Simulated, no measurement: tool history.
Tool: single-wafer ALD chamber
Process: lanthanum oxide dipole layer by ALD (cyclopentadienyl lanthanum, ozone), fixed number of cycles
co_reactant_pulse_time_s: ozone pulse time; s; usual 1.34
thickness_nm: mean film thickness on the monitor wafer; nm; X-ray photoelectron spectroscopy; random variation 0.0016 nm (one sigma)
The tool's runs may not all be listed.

run	hour	co_reactant_pulse_time_s	wafers since the last listed run	hours since the last thermocouple change	hours since the last ozone generator service	hours since the showerhead was replaced	hours since the gauge calibration	read-back reference wafer on the same gauge, thickness_nm	thickness_nm
1	0	1.34	0	2175.5	1247.5	6862.9	105.2	0.482	0.54
2	25.8	1.34	398	2201.3	1273.3	6888.7	131	0.482	0.537
3	38.2	1.69	191	2213.7	1285.7	6901.1	143.4	0.482	0.569
4	50.6	1.69	191	2226.1	1298.1	6913.5	155.8	0.482	0.569
5	66.5	1.69	245	2242	1314	6929.4	171.7	0.482	0.568
6	79.7	1.59	203	2255.2	1327.2	6942.6	184.9	0.482	0.56
7	114.6	1.59	538	2290.1	1362.1	6977.5	219.8	0.482	0.559
8	148.1	1.59	517	2323.6	1395.6	7011	253.3	0.482	0.56
9	183.3	1.34	543	2358.8	1430.8	7046.2	288.5	0.482	0.533
10	200.8	1.34	270	2376.3	1448.3	7063.7	306	0.482	0.526
11	234	1.76	512	2409.5	1481.5	7096.9	339.2	0.482	0.571
12	258.2	1.34	373	2433.7	1505.7	7121.1	363.4	0.482	0.527
13	271	1.34	197	2446.5	1518.5	7133.9	376.2	0.482	0.529
14	306.4	1.61	546	2481.9	1553.9	7169.3	411.6	0.482	0.553
15	323.9	1.12	270	2499.4	1571.4	7186.8	429.1	0.482	0.492
# hour 324.4: gauge calibrated
16	354.3	1	469	2529.8	1601.8	7217.2	29.9	0.482	0.467
17	406.4	1.06	804	2581.9	1653.9	7269.3	82	0.482	0.477
# hour 424.6: thermocouple changed; heater temperature recalibrated
# hour 436.7: showerhead replaced
18	437.2	1.61	228	12.6	1684.7	0.5	112.8	0.482	0.548
19	457.7	1.34	316	33.1	1705.2	21	133.3	0.482	0.52
# hour 510.6: ozone generator serviced
20	556.2	1.34	1397	131.6	45.6	119.5	231.8	0.482	0.573
21	583.2	0.86	416	158.6	72.6	146.5	258.8	0.481	0.503
22	605.3	1.34	341	180.7	94.7	168.6	280.9	0.482	0.57
23	631.8	1.52	409	207.2	121.2	195.1	307.4	0.482	0.587
24	653.8	1.51	339	229.2	143.2	217.1	329.4	0.482	0.58
25	671.7	0.95	276	247.1	161.1	235	347.3	0.482	0.519

Forecast each of these 3 alternatives for the next run:
A	672.1	0.85	6	247.5	161.5	235.4	347.7	?	?
B	672.1	1.58	6	247.5	161.5	235.4	347.7	?	?
C	672.1	1.7	6	247.5	161.5	235.4	347.7	?	?

run	read-back reference wafer on the same gauge, thickness_nm	thickness_nm
A	0.482	0.499
B	0.482	0.588
C	0.482	0.595
Without the tool's hidden state the same runs would have given:
run	thickness_nm
A	0.521
B	0.599
C	0.605

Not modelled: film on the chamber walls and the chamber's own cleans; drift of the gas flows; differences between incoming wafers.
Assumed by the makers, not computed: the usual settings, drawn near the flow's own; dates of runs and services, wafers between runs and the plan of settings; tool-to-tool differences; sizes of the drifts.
